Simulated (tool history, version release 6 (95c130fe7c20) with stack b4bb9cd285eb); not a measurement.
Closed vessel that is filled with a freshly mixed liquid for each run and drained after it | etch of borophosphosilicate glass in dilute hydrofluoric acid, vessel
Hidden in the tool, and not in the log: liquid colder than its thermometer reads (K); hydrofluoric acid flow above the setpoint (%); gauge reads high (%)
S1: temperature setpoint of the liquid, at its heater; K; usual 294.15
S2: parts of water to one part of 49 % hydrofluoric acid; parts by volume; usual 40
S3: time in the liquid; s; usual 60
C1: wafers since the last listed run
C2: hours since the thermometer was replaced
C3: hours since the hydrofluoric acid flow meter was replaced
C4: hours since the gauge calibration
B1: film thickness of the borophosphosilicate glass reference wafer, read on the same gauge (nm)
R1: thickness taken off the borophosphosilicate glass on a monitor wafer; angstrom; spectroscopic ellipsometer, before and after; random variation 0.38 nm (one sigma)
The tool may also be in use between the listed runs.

run,hour,S1,S2,S3,C1,C2,C3,C4,B1,R1
1,0,294.15,50,60,0,35.8,1.1,389.8,120,398
2,12.7,297.15,40,60,1360,48.5,13.8,402.5,120.03,573.6
3,23.1,294.15,40,60,1114,58.9,24.2,412.9,120,504.2
4,29.8,294.15,40,60,717,65.6,30.9,419.6,120,500.5
5,47.7,296.15,40,60,1917,83.5,48.8,437.5,120,549
6,60.6,296.15,40,60,1382,96.4,61.7,450.4,120,550.8
7,71.8,294.15,40,60,1200,107.6,72.9,461.6,119.98,505.3
# hour 74: gauge calibrated
8,88.4,294.15,40,60,1778,124.2,89.5,14.4,120,504.7
9,100.4,294.15,40,60,1285,136.2,101.5,26.4,119.99,512
10,115.1,299.15,30,85,1575,150.9,116.2,41.1,120.01,1195.9
11,127.8,294.15,40,60,1360,163.6,128.9,53.8,120,511.6
12,144.1,294.15,40,60,1746,179.9,145.2,70.1,120,508.6
13,154.5,294.15,40,60,1114,190.3,155.6,80.5,120,504.9
14,164.2,292.65,55,60,1039,200,165.3,90.2,120.02,341.5
15,182.1,292.65,60,45,1917,217.9,183.2,108.1,120,232.3
16,189.3,294.15,30,60,771,225.1,190.4,115.3,119.98,685
17,202.8,294.15,40,50,1446,238.6,203.9,128.8,119.99,429
18,210.6,298.65,40,60,835,246.4,211.7,136.6,119.99,614.9
19,223.6,298.65,40,35,1392,259.4,224.7,149.6,120,362.7
20,238.4,294.15,40,60,1585,274.2,239.5,164.4,120,507.8
21,253.7,290.15,30,35,1639,289.5,254.8,179.7,119.99,339.8
22,268.4,290.15,20,50,1575,304.2,269.5,194.4,119.99,743.9
23,279.5,292.65,55,30,1189,315.3,280.6,205.5,119.99,173.4
24,294.5,294.15,40,60,1607,330.3,295.6,220.5,120.03,508.8
25,302.3,297.65,25,80,835,338.1,303.4,228.3,120,1297.8
26,315.7,294.15,40,60,1435,351.5,316.8,241.7,120.01,515.3
27,327.7,292.15,50,60,1285,363.5,328.8,253.7,119.99,371.3
28,336.9,294.15,40,60,985,372.7,338,262.9,120,515
29,352.6,294.15,30,85,1682,388.4,353.7,278.6,119.98,987.8
30,362.3,294.15,40,35,1039,398.1,363.4,288.3,120,299.7
31,379,298.65,60,30,1789,414.8,380.1,305,120.01,205.1

5 ways to go on from here, each from the tool as it stands after run 31. What would each give?
A,379.7,294.15,40,60,75,415.5,380.8,305.7,?,?
B,379.7,295.65,50,85,75,415.5,380.8,305.7,?,?
C,379.7,297.15,50,80,75,415.5,380.8,305.7,?,?
D,379.7,298.15,30,60,75,415.5,380.8,305.7,?,?
E,379.7,298.15,50,70,75,415.5,380.8,305.7,?,?

run,B1,R1
A,120,519.3
B,120,619.3
C,120,620.3
D,120,829.6
E,120,565.5
Without the tool's hidden state the same runs would have given:
run,R1
A,503.5
B,600.2
C,601.1
D,804.6
E,548

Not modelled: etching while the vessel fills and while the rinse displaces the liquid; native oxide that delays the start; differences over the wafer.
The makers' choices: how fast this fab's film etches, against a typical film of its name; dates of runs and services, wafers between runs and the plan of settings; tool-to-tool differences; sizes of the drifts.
